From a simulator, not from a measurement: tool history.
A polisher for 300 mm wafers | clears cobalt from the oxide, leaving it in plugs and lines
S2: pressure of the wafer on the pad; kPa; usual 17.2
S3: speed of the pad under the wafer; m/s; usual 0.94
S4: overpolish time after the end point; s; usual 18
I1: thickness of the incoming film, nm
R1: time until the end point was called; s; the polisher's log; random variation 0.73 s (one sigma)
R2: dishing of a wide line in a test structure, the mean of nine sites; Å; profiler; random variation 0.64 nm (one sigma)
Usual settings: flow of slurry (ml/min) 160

{"run": 1, "day": 0.0, "flow of slurry (ml/min)": 160, "S2": 19.3, "S3": 0.94, "S4": 18, "I1": 377.3, "R1": 67.7, "R2": 448}
{"day": 2.662, "done": "worn pad replaced by a new one"}
{"run": 2, "day": 2.933, "flow of slurry (ml/min)": 160, "S2": 19.3, "S3": 0.94, "S4": 18, "I1": 378.1, "R1": 69.7, "R2": 455}
{"run": 3, "day": 5.904, "flow of slurry (ml/min)": 160, "S2": 17.2, "S3": 0.94, "S4": 18, "I1": 385.3, "R1": 76.4, "R2": 424}
{"run": 4, "day": 7.729, "flow of slurry (ml/min)": 160, "S2": 17.2, "S3": 0.94, "S4": 18, "I1": 378.3, "R1": 77.4, "R2": 429}
{"day": 8.221, "done": "worn pad replaced by a new one"}
{"run": 5, "day": 9.775, "flow of slurry (ml/min)": 160, "S2": 17.2, "S3": 0.94, "S4": 18, "I1": 382.6, "R1": 76.6, "R2": 425}
{"run": 6, "day": 10.842, "flow of slurry (ml/min)": 160, "S2": 17.2, "S3": 0.94, "S4": 18, "I1": 377.5, "R1": 76.8, "R2": 432}
{"day": 13.104, "done": "worn pad replaced by a new one"}
{"run": 7, "day": 13.7, "flow of slurry (ml/min)": 160, "S2": 19.3, "S3": 0.94, "S4": 25, "I1": 380.2, "R1": 70.4, "R2": 486}
{"day": 14.817, "done": "head pressure recalibrated"}
{"run": 8, "day": 14.904, "flow of slurry (ml/min)": 140, "S2": 12.4, "S3": 0.66, "S4": 12, "I1": 376.6, "R1": 141.6, "R2": 234}
{"day": 16.088, "done": "slurry nozzle cleaned"}
{"run": 9, "day": 17.15, "flow of slurry (ml/min)": 130, "S2": 11.7, "S3": 0.68, "S4": 18, "I1": 379.6, "R1": 161.5, "R2": 286}
{"day": 18.983, "done": "worn pad replaced by a new one"}
{"run": 10, "day": 20.017, "flow of slurry (ml/min)": 160, "S2": 19.3, "S3": 0.94, "S4": 18, "I1": 376, "R1": 76.3, "R2": 435}
{"day": 21.379, "done": "slurry nozzle cleaned, repeated, since the last time left the tool worse"}
{"run": 11, "day": 21.625, "flow of slurry (ml/min)": 160, "S2": 17.2, "S3": 0.76, "S4": 21, "I1": 377.7, "R1": 86, "R2": 437}
{"run": 12, "day": 23.404, "flow of slurry (ml/min)": 200, "S2": 15.2, "S3": 1.04, "S4": 26, "I1": 388.6, "R1": 72.8, "R2": 507}
{"day": 24.2, "done": "worn pad replaced by a new one"}
{"run": 13, "day": 25.467, "flow of slurry (ml/min)": 180, "S2": 12.4, "S3": 0.94, "S4": 27, "I1": 379.2, "R1": 94, "R2": 476}
{"run": 14, "day": 27.025, "flow of slurry (ml/min)": 160, "S2": 15.2, "S3": 0.94, "S4": 18, "I1": 378.4, "R1": 81.8, "R2": 418}

3 ways to go on from here, each from the tool as it stands after run 14. What would each give?
{"run": "A", "day": 27.042, "flow of slurry (ml/min)": 160, "S2": 17.2, "S3": 0.94, "S4": 18, "I1": 383.1, "R1": "?", "R2": "?"}
{"run": "B", "day": 27.042, "flow of slurry (ml/min)": 160, "S2": 12.4, "S3": 0.94, "S4": 18, "I1": 383.1, "R1": "?", "R2": "?"}
{"run": "C", "day": 27.042, "flow of slurry (ml/min)": 160, "S2": 17.2, "S3": 0.94, "S4": 8, "I1": 383.1, "R1": "?", "R2": "?"}

run=A R1=73.5 R2=451
run=B R1=95.8 R2=400
run=C R1=73.5 R2=286
Without the tool's hidden state the same runs would have given:
run=A R1=72.7 R2=453
run=B R1=94.8 R2=402
run=C R1=72.7 R2=288
